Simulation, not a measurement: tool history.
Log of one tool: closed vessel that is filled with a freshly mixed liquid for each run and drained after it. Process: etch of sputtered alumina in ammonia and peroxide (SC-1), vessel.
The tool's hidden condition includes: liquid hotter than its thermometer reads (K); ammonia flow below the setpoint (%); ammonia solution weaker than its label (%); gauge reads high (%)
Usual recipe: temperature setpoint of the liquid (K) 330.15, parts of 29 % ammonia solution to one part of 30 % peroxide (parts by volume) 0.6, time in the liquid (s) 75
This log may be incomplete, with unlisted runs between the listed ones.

run,hour,temperature setpoint of the liquid (K),parts of 29 % ammonia solution to one part of 30 % peroxide (parts by volume),time in the liquid (s),wafers since the last listed run,hours since the thermometer was replaced,hours since the ammonia flow meter was replaced,hours since the drum of ammonia solution was connected,hours since the gauge calibration,"read-back film thickness of the sputtered alumina reference wafer, read on the same gauge (nm)",thickness taken off the sputtered alumina on a monitor wafer (Å)
1,0,330.15,0.6,45,0,456.2,1261.4,216.8,764.8,50.011,29.99
2,54.7,330.15,0.6,45,3502,510.9,1316.1,271.5,819.5,49.979,30.08
3,91.4,330.15,0.6,105,2349,547.6,1352.8,308.2,856.2,50.003,70.36
4,123,330.15,0.6,105,2023,579.2,1384.4,339.8,887.8,50.005,70.39
5,152.4,330.15,0.6,75,1882,608.6,1413.8,369.2,917.2,50.002,50.41
6,205.4,330.15,0.6,75,3393,661.6,1466.8,422.2,970.2,49.978,50.38
7,256.3,330.15,0.6,75,3258,712.5,1517.7,473.1,1021.1,49.987,50.83
8,302.7,330.15,0.6,75,2970,758.9,1564.1,519.5,1067.5,49.966,50.83
9,351.1,330.15,0.6,75,3098,807.3,1612.5,567.9,1115.9,50.021,50.63
10,524,322.65,0.6,75,11070,980.2,1785.4,740.8,1288.8,50.016,34.55
# hour 544.4: gauge calibrated
11,591.3,330.15,0.7,95,4308,1047.5,1852.7,808.1,46.9,49.984,66.37
12,619.8,338.15,0.5,115,1824,1076,1881.2,836.6,75.4,49.998,117.3
13,661.2,330.15,0.6,75,2650,1117.4,1922.6,878,116.8,50.051,52.19
# hour 686.4: new drum of ammonia solution connected
# hour 725.6: ammonia flow meter replaced
14,787.3,322.15,0.4,90,7945,1243.5,61.7,100.9,242.9,49.986,39.78
# hour 827.7: thermometer replaced
15,833.6,339.15,0.6,110,2900,5.9,108,147.2,289.2,50.019,112.78
16,865.8,330.15,0.6,60,2061,38.1,140.2,179.4,321.4,49.984,38.79
17,956,338.65,0.35,40,5775,128.3,230.4,269.6,411.6,49.962,37.48
18,1014.9,320.15,0.9,75,3771,187.2,289.3,328.5,470.5,49.974,29.97
19,1040.1,330.15,0.8,75,1613,212.4,314.5,353.7,495.7,49.978,50.87
20,1102.1,330.15,0.6,45,3969,274.4,376.5,415.7,557.7,49.992,29.44
21,1160.1,336.65,0.75,75,3713,332.4,434.5,473.7,615.7,50.023,70.59
22,1198.9,334.65,0.35,60,2484,371.2,473.3,512.5,654.5,49.967,47.52

Alternative continuations, all from the tool just after run 22; predict every row:
A,1199.6,330.15,0.45,75,44,371.9,474,513.2,655.2,?,?
B,1199.6,333.15,0.6,75,44,371.9,474,513.2,655.2,?,?
C,1199.6,330.15,0.6,85,44,371.9,474,513.2,655.2,?,?

run,"read-back film thickness of the sputtered alumina reference wafer, read on the same gauge (nm)",thickness taken off the sputtered alumina on a monitor wafer (Å)
A,49.991,48.89
B,49.991,58.65
C,49.991,56.93
Take away the tool's hidden state, keep each run's random variation, and the runs would have read:
run,thickness taken off the sputtered alumina on a monitor wafer (Å)
A,47.47
B,57
C,55.29
